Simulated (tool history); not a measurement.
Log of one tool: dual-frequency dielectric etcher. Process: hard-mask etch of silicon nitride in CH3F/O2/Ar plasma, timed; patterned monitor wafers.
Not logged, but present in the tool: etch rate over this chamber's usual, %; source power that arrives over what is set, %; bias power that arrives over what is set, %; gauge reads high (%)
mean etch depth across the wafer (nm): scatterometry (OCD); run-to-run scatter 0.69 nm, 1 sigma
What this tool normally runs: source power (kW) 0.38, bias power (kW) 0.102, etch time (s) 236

run	day	source power (kW)	bias power (kW)	etch time (s)	wafers since the last listed run	hours since the last wet clean	hours since the last source power generator calibration	hours since the last bias power generator calibration	hours since the last upper electrode change	hours since the gauge calibration	read-back reference wafer on the same gauge, depth_nm	mean etch depth across the wafer (nm)
1	0	0.38	0.112	236	0	31	3723.6	2114.1	3704.4	1403.8	165.9	185
2	2.779	0.35	0.102	236	292	97.7	3790.3	2180.8	3771.1	1470.5	165.8	174.6
3	5.238	0.35	0.102	236	258	156.7	3849.3	2239.8	3830.1	1529.5	165.9	173.2
4	7.796	0.35	0.102	236	269	218.1	3910.7	2301.2	3891.5	1590.9	165.7	173.1
# day 9.946: source power generator calibrated
5	10.346	0.38	0.102	236	250	279.3	9.6	2362.4	3952.7	1652.1	165.9	176.3
# day 14.271: gauge calibrated
6	18.638	0.38	0.102	236	872	478.3	208.6	2561.4	4151.7	104.8	166	177.1
# day 18.883: bias power generator calibrated
7	23.888	0.38	0.102	236	534	604.3	334.6	120.1	4277.7	230.8	166.1	175
# day 25.583: wet clean of the chamber
8	25.604	0.38	0.102	236	75	0.5	375.8	161.3	4318.9	272	166.1	174.8
9	26.975	0.38	0.102	200	144	33.4	408.7	194.2	4351.8	304.9	166	147.9
10	28.667	0.38	0.085	290.5	177	74	449.3	234.8	4392.4	345.5	165.9	195.5
11	31.508	0.38	0.102	187.5	298	142.2	517.5	303	4460.6	413.7	166.1	139.5
12	33.825	0.29	0.102	255.5	243	197.8	573.1	358.6	4516.2	469.3	166	175.4
13	35.758	0.38	0.109	236	203	244.2	619.5	405	4562.6	515.7	166	180.3
# day 37.012: bias power generator calibrated, repeated, since the last time left the tool worse
14	38.342	0.47	0.117	211.5	254	306.2	681.5	31.9	4624.6	577.7	165.9	184.5
15	41.225	0.38	0.076	296.5	303	375.4	750.7	101.1	4693.8	646.9	166.1	192.6
16	44.042	0.29	0.102	168.5	296	443	818.3	168.7	4761.4	714.5	166.1	120
17	46.062	0.3	0.079	173	212	491.5	866.8	217.2	4809.9	763	165.9	107.9
18	47.25	0.38	0.102	286.5	124	520	895.3	245.7	4838.4	791.5	166.2	218.3
19	48.438	0.38	0.102	236	124	548.5	923.8	274.2	4866.9	820	165.9	180.4
20	49.5	0.38	0.102	236	111	574	949.3	299.7	4892.4	845.5	166	180
21	52.242	0.38	0.102	236	288	639.8	1015.1	365.5	4958.2	911.3	165.8	180.4
# day 54.038: wet clean of the chamber
# day 54.217: upper electrode replaced
22	57	0.43	0.078	236	376	71.1	1129.3	479.7	66.8	1025.5	166.1	160.4
23	59.954	0.38	0.109	195.5	310	142	1200.2	550.6	137.7	1096.4	166	154.1
24	61.646	0.47	0.088	202	177	182.6	1240.8	591.2	178.3	1137	166.1	150.4
25	63.079	0.42	0.114	256	150	217	1275.2	625.6	212.7	1171.4	165.8	211.5
26	64.2	0.38	0.102	236	117	243.9	1302.1	652.5	239.6	1198.3	165.9	179.5
27	66.692	0.47	0.117	211.5	262	303.7	1361.9	712.3	299.4	1258.1	165.8	182.3
28	69.071	0.44	0.102	287.5	250	360.8	1419	769.4	356.5	1315.2	166	227.4
29	71.367	0.46	0.102	213.5	241	415.9	1474.1	824.5	411.6	1370.3	166	171.8
30	73.108	0.38	0.102	236	183	457.7	1515.9	866.3	453.4	1412.1	166.2	177.4

3 options for the next run, each taken on its own from the tool as it stands now. Forecast them:
A	73.129	0.33	0.102	236	2	458.2	1516.4	866.8	453.9	1412.6	?	?
B	73.129	0.47	0.102	236	2	458.2	1516.4	866.8	453.9	1412.6	?	?
C	73.129	0.44	0.119	278	2	458.2	1516.4	866.8	453.9	1412.6	?	?

run	read-back reference wafer on the same gauge, depth_nm	mean etch depth across the wafer (nm)
A	165.9	173
B	165.9	190.6
C	165.9	238.8
With no hidden state in the tool, these same runs would have given:
run	mean etch depth across the wafer (nm)
A	174.6
B	192.4
C	241.1
